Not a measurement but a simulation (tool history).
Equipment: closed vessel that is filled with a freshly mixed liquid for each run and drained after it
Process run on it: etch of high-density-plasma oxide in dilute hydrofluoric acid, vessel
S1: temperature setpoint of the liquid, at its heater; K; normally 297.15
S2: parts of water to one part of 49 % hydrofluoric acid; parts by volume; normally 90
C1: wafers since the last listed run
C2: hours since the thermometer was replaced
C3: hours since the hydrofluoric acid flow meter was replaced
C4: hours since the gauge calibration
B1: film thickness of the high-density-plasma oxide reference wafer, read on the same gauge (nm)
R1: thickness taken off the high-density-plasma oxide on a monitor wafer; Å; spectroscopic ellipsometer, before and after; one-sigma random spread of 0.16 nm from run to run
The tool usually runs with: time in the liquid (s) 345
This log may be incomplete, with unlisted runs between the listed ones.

{"run": 1, "hour": 0.0, "S1": 297.15, "S2": 90, "time in the liquid (s)": 345, "C1": 0, "C2": 1714.4, "C3": 462.5, "C4": 229.7, "B1": 80.01, "R1": 295.3}
{"hour": 7.7, "done": "gauge calibrated"}
{"run": 2, "hour": 14.6, "S1": 297.15, "S2": 90, "time in the liquid (s)": 345, "C1": 969, "C2": 1729.0, "C3": 477.1, "C4": 6.9, "B1": 79.98, "R1": 293.7}
{"run": 3, "hour": 22.9, "S1": 297.15, "S2": 90, "time in the liquid (s)": 345, "C1": 551, "C2": 1737.3, "C3": 485.4, "C4": 15.2, "B1": 79.99, "R1": 293.8}
{"run": 4, "hour": 37.0, "S1": 297.15, "S2": 90, "time in the liquid (s)": 345, "C1": 936, "C2": 1751.4, "C3": 499.5, "C4": 29.3, "B1": 79.99, "R1": 296.3}
{"run": 5, "hour": 53.7, "S1": 297.15, "S2": 90, "time in the liquid (s)": 345, "C1": 1109, "C2": 1768.1, "C3": 516.2, "C4": 46.0, "B1": 80.01, "R1": 293.1}
{"run": 6, "hour": 63.6, "S1": 297.15, "S2": 65, "time in the liquid (s)": 345, "C1": 657, "C2": 1778.0, "C3": 526.1, "C4": 55.9, "B1": 80.02, "R1": 419.0}
{"run": 7, "hour": 80.7, "S1": 297.15, "S2": 65, "time in the liquid (s)": 345, "C1": 1135, "C2": 1795.1, "C3": 543.2, "C4": 73.0, "B1": 79.99, "R1": 418.5}
{"run": 8, "hour": 110.0, "S1": 297.15, "S2": 65, "time in the liquid (s)": 345, "C1": 1946, "C2": 1824.4, "C3": 572.5, "C4": 102.3, "B1": 80.0, "R1": 420.5}
{"run": 9, "hour": 125.0, "S1": 297.15, "S2": 90, "time in the liquid (s)": 345, "C1": 996, "C2": 1839.4, "C3": 587.5, "C4": 117.3, "B1": 80.0, "R1": 293.6}
{"run": 10, "hour": 143.0, "S1": 297.15, "S2": 90, "time in the liquid (s)": 345, "C1": 1195, "C2": 1857.4, "C3": 605.5, "C4": 135.3, "B1": 80.0, "R1": 294.8}
{"hour": 148.2, "done": "thermometer replaced"}
{"run": 11, "hour": 155.6, "S1": 297.15, "S2": 90, "time in the liquid (s)": 345, "C1": 770, "C2": 7.4, "C3": 618.1, "C4": 147.9, "B1": 80.03, "R1": 273.8}
{"run": 12, "hour": 166.1, "S1": 295.65, "S2": 130, "time in the liquid (s)": 455, "C1": 697, "C2": 17.9, "C3": 628.6, "C4": 158.4, "B1": 80.01, "R1": 220.1}
{"run": 13, "hour": 180.3, "S1": 297.15, "S2": 60, "time in the liquid (s)": 165, "C1": 943, "C2": 32.1, "C3": 642.8, "C4": 172.6, "B1": 80.01, "R1": 203.0}
{"hour": 190.1, "done": "hydrofluoric acid flow meter replaced"}
{"run": 14, "hour": 194.1, "S1": 297.15, "S2": 90, "time in the liquid (s)": 345, "C1": 850, "C2": 45.9, "C3": 4.0, "C4": 186.4, "B1": 80.0, "R1": 275.9}
{"run": 15, "hour": 211.7, "S1": 301.65, "S2": 45, "time in the liquid (s)": 345, "C1": 1169, "C2": 63.5, "C3": 21.6, "C4": 204.0, "B1": 80.01, "R1": 692.1}
{"run": 16, "hour": 223.7, "S1": 298.65, "S2": 125, "time in the liquid (s)": 445, "C1": 797, "C2": 75.5, "C3": 33.6, "C4": 216.0, "B1": 79.99, "R1": 258.5}
{"run": 17, "hour": 237.6, "S1": 297.15, "S2": 90, "time in the liquid (s)": 345, "C1": 923, "C2": 89.4, "C3": 47.5, "C4": 229.9, "B1": 80.02, "R1": 269.1}
{"run": 18, "hour": 262.2, "S1": 301.15, "S2": 90, "time in the liquid (s)": 345, "C1": 1634, "C2": 114.0, "C3": 72.1, "C4": 254.5, "B1": 80.0, "R1": 317.8}
{"run": 19, "hour": 272.8, "S1": 297.15, "S2": 90, "time in the liquid (s)": 345, "C1": 704, "C2": 124.6, "C3": 82.7, "C4": 265.1, "B1": 80.0, "R1": 275.0}
{"hour": 273.5, "done": "gauge calibrated"}
{"run": 20, "hour": 282.6, "S1": 299.65, "S2": 90, "time in the liquid (s)": 345, "C1": 651, "C2": 134.4, "C3": 92.5, "C4": 9.1, "B1": 80.03, "R1": 302.7}
{"run": 21, "hour": 294.7, "S1": 298.65, "S2": 90, "time in the liquid (s)": 345, "C1": 803, "C2": 146.5, "C3": 104.6, "C4": 21.2, "B1": 80.02, "R1": 292.9}
{"run": 22, "hour": 301.0, "S1": 297.15, "S2": 90, "time in the liquid (s)": 345, "C1": 418, "C2": 152.8, "C3": 110.9, "C4": 27.5, "B1": 80.02, "R1": 274.3}
{"run": 23, "hour": 312.9, "S1": 297.15, "S2": 90, "time in the liquid (s)": 195, "C1": 790, "C2": 164.7, "C3": 122.8, "C4": 39.4, "B1": 80.0, "R1": 156.0}
{"run": 24, "hour": 320.4, "S1": 297.15, "S2": 90, "time in the liquid (s)": 345, "C1": 498, "C2": 172.2, "C3": 130.3, "C4": 46.9, "B1": 79.99, "R1": 272.2}
{"run": 25, "hour": 335.3, "S1": 297.15, "S2": 60, "time in the liquid (s)": 445, "C1": 989, "C2": 187.1, "C3": 145.2, "C4": 61.8, "B1": 80.0, "R1": 552.6}
{"run": 26, "hour": 353.1, "S1": 297.15, "S2": 90, "time in the liquid (s)": 260, "C1": 1182, "C2": 204.9, "C3": 163.0, "C4": 79.6, "B1": 80.01, "R1": 206.8}
{"run": 27, "hour": 364.5, "S1": 298.65, "S2": 90, "time in the liquid (s)": 450, "C1": 757, "C2": 216.3, "C3": 174.4, "C4": 91.0, "B1": 79.98, "R1": 382.6}
{"run": 28, "hour": 375.3, "S1": 299.65, "S2": 110, "time in the liquid (s)": 465, "C1": 717, "C2": 227.1, "C3": 185.2, "C4": 101.8, "B1": 80.03, "R1": 327.8}
{"run": 29, "hour": 381.6, "S1": 292.65, "S2": 60, "time in the liquid (s)": 175, "C1": 418, "C2": 233.4, "C3": 191.5, "C4": 108.1, "B1": 79.97, "R1": 180.6}
{"run": 30, "hour": 388.5, "S1": 297.15, "S2": 90, "time in the liquid (s)": 405, "C1": 458, "C2": 240.3, "C3": 198.4, "C4": 115.0, "B1": 79.99, "R1": 324.0}
{"run": 31, "hour": 398.5, "S1": 297.15, "S2": 90, "time in the liquid (s)": 260, "C1": 664, "C2": 250.3, "C3": 208.4, "C4": 125.0, "B1": 79.98, "R1": 208.5}
{"run": 32, "hour": 405.5, "S1": 297.15, "S2": 90, "time in the liquid (s)": 345, "C1": 465, "C2": 257.3, "C3": 215.4, "C4": 132.0, "B1": 80.0, "R1": 275.2}

Branching from run 32: 4 alternative next runs. What would each branch give?
{"run": "A", "hour": 406.2, "S1": 297.15, "S2": 60, "time in the liquid (s)": 345, "C1": 46, "C2": 258.0, "C3": 216.1, "C4": 132.7, "B1": "?", "R1": "?"}
{"run": "B", "hour": 406.2, "S1": 297.15, "S2": 125, "time in the liquid (s)": 230, "C1": 46, "C2": 258.0, "C3": 216.1, "C4": 132.7, "B1": "?", "R1": "?"}
{"run": "C", "hour": 406.2, "S1": 297.15, "S2": 70, "time in the liquid (s)": 150, "C1": 46, "C2": 258.0, "C3": 216.1, "C4": 132.7, "B1": "?", "R1": "?"}
{"run": "D", "hour": 406.2, "S1": 295.65, "S2": 130, "time in the liquid (s)": 545, "C1": 46, "C2": 258.0, "C3": 216.1, "C4": 132.7, "B1": "?", "R1": "?"}

run=A B1=79.98 R1=427.5
run=B B1=79.98 R1=126.1
run=C B1=79.98 R1=157.3
run=D B1=79.98 R1=269.4
With no hidden state in the tool, these same runs would have given:
run=A R1=418.4
run=B R1=123.5
run=C R1=153.9
run=D R1=263.8
